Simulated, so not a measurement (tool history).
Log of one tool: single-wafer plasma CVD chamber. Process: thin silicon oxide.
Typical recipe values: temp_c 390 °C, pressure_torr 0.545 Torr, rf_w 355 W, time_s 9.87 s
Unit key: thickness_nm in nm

run     day  temp_c  pressure_torr  rf_w  time_s  wafers since the last listed run  hours since the last thermocouple change  hours since the last RF generator calibration  hours since the last manometer calibration  hours since the showerhead was replaced  hours since the gauge calibration  read-back reference wafer on the same gauge, thickness_nm  thickness_nm
  1       0     390          0.458   355    9.87                                 0                                     249.8                                          216.4                                         399                                   7644.8                             1690.3                                                     14.299         10.33
  2    2.75     385          0.545   355   10.89                              1533                                     315.8                                          282.4                                         465                                   7710.8                             1756.3                                                     14.297        13.532
  3   5.029     385          0.545   355   10.89                              1270                                     370.5                                          337.1                                       519.7                                   7765.5                               1811                                                     14.305        13.574
  4   7.712     390          0.593   355    9.87                              1496                                     434.9                                          401.5                                       584.1                                   7829.9                             1875.4                                                       14.3        13.265
  5  11.896     390          0.593   355    9.87                              2332                                     535.3                                          501.9                                       684.5                                   7930.3                             1975.8                                                     14.298        13.385
  6  15.854     390          0.593   355    9.87                              2207                                     630.3                                          596.9                                       779.5                                   8025.3                             2070.8                                                     14.305        13.244
  7  18.833     390          0.545   355    9.87                              1661                                     701.8                                          668.4                                         851                                   8096.8                             2142.3                                                       14.3         12.17
  8  20.579     390          0.545   355    9.87                               973                                     743.7                                          710.3                                       892.9                                   8138.7                             2184.2                                                     14.296        12.171
  9  23.133     390          0.545   355    9.87                              1424                                       805                                          771.6                                       954.2                                     8200                             2245.5                                                     14.293        12.139
     24.388  -- showerhead replaced
 10  26.533     375          0.423   300   11.64                              1709                                     886.6                                          853.2                                      1035.8                                     51.5                             2327.1                                                     14.305        10.589
 11  29.688     386          0.545   320   10.54                              1758                                     962.3                                          928.9                                      1111.5                                    127.2                             2402.8                                                       14.3        12.507
 12  32.025     390          0.545   355    9.87                              1303                                    1018.4                                            985                                      1167.6                                    183.3                             2458.9                                                     14.299        12.086
     33.812  -- gauge calibrated
 13  35.025     390          0.545   355    9.87                              1672                                    1090.4                                           1057                                      1239.6                                    255.3                               29.1                                                     14.295        12.147
     39.512  -- RF generator calibrated
 14  44.796     380          0.545   405   10.54                              5262                                    1324.9                                          126.8                                      1474.1                                    489.8                              263.6                                                     14.287         13.71
     45.188  -- capacitance manometer re-zeroed and calibrated
     46.379  -- thermocouple changed; heater temperature recalibrated
 15  48.033     380          0.545   405   10.54                              1433                                      39.7                                          204.5                                        68.3                                    567.5                              341.3                                                     14.298        13.885
 16  51.921     390          0.545   355    9.87                              2167                                       133                                          297.8                                       161.6                                    660.8                              434.6                                                     14.299        12.218
 17  54.942     390          0.545   355    9.87                              1684                                     205.5                                          370.3                                       234.1                                    733.3                              507.1                                                     14.294        12.237
 18  58.988     390          0.661   325    8.63                              2255                                     302.6                                          467.4                                       331.2                                    830.4                              604.2                                                     14.306        12.514
 19  61.533     390          0.458   355    9.87                              1419                                     363.7                                          528.5                                       392.3                                    891.5                              665.3                                                     14.298        10.316
 20   64.85     390          0.545   330    9.21                              1849                                     443.3                                          608.1                                       471.9                                    971.1                              744.9                                                     14.296        11.123
 21  66.392     390          0.602   335    8.56                               859                                     480.3                                          645.1                                       508.9                                   1008.1                              781.9                                                     14.307        11.402
 22  72.538     401           0.66   285     9.3                              3426                                     627.8                                          792.6                                       656.4                                   1155.6                              929.4                                                     14.303        12.686
 23  75.588     385          0.545   375    9.22                              1700                                       701                                          865.8                                       729.6                                   1228.8                             1002.6                                                     14.296        11.527
 24  79.508     404          0.485   320    9.87                              2186                                     795.1                                          959.9                                       823.7                                   1322.9                             1096.7                                                     14.301        10.216
 25  81.629     390          0.493   355   10.82                              1182                                       846                                         1010.8                                       874.6                                   1373.8                             1147.6                                                      14.31        11.969
 26  84.217     390          0.545   355    9.87                              1442                                     908.1                                         1072.9                                       936.7                                   1435.9                             1209.7                                                     14.296        12.073
 27  88.446     401          0.545   300    8.62                              2358                                    1009.6                                         1174.4                                      1038.2                                   1537.4                             1311.2                                                     14.305         9.808
     93.621  -- RF generator calibrated
     93.717  -- thermocouple changed; heater temperature recalibrated
 28  97.942     385          0.545   380    9.87                              5055                                     101.4                                          103.7                                      1266.1                                   1765.3                             1539.1                                                     14.306        12.549

4 ways to go on from here, each from the tool as it stands after run 28. What would each give?
  A  97.958     390          0.545   355    9.87                                 9                                     101.8                                          104.1                                      1266.5                                   1765.7                             1539.5                                                          ?             ?
  B  97.958     384          0.545   355    9.87                                 9                                     101.8                                          104.1                                      1266.5                                   1765.7                             1539.5                                                          ?             ?
  C  97.958     390          0.545   310    8.18                                 9                                     101.8                                          104.1                                      1266.5                                   1765.7                             1539.5                                                          ?             ?
  D  97.958     390          0.607   295   10.44                                 9                                     101.8                                          104.1                                      1266.5                                   1765.7                             1539.5                                                          ?             ?

run  read-back reference wafer on the same gauge, thickness_nm  thickness_nm
  A                                                      14.29        12.297
  B                                                      14.29        12.352
  C                                                      14.29         9.738
  D                                                      14.29        13.589
Without the tool's unlogged condition, the same runs would have read:
run  thickness_nm
  A        12.337
  B        12.392
  C         9.769
  D        13.636

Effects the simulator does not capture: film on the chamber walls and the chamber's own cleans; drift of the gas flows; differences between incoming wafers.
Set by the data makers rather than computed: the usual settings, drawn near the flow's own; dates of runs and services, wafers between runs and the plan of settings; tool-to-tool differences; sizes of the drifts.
